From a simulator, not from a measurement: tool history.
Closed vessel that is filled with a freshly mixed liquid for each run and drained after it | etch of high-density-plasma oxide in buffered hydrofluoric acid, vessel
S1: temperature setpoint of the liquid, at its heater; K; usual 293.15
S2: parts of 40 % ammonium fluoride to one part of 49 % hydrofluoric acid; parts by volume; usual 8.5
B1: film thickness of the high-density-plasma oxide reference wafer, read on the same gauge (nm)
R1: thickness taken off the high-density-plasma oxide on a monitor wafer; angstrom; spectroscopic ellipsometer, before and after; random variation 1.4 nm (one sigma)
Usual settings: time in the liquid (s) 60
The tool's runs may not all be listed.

run 1 hour=0 | S1=293.15 S2=7 time_in_the_liquid_(s)=60 | B1=119.96 | R1=2128.5
run 2 hour=10.3 | S1=295.65 S2=8.5 time_in_the_liquid_(s)=60 | B1=120.05 | R1=2007.6
run 3 hour=23.4 | S1=293.15 S2=8.5 time_in_the_liquid_(s)=80 | B1=120 | R1=2323.8
run 4 hour=36.4 | S1=293.15 S2=8.5 time_in_the_liquid_(s)=80 | B1=119.98 | R1=2314.4
run 5 hour=51.9 | S1=293.15 S2=8.5 time_in_the_liquid_(s)=80 | B1=120.05 | R1=2346.1
run 6 hour=60.6 | S1=293.15 S2=8.5 time_in_the_liquid_(s)=60 | B1=119.98 | R1=1755.2
run 7 hour=68.2 | S1=293.15 S2=8.5 time_in_the_liquid_(s)=60 | B1=120.01 | R1=1764.3
run 8 hour=78.5 | S1=293.15 S2=8.5 time_in_the_liquid_(s)=60 | B1=119.97 | R1=1732
run 9 hour=87 | S1=293.15 S2=8.5 time_in_the_liquid_(s)=60 | B1=120.01 | R1=1749.2
-- hour=98.3 gauge calibrated
run 10 hour=101.7 | S1=293.15 S2=8.5 time_in_the_liquid_(s)=60 | B1=120.02 | R1=1788.3

The next listed run, before its measurement:
run 11 hour=112.2 | S1=293.15 S2=5.5 time_in_the_liquid_(s)=60 | B1=? | R1=?

Run 11 gave B1 120.01, R1 2680.4 angstrom.
Without the tool's hidden state the same run would have given R1 2417.5 angstrom.

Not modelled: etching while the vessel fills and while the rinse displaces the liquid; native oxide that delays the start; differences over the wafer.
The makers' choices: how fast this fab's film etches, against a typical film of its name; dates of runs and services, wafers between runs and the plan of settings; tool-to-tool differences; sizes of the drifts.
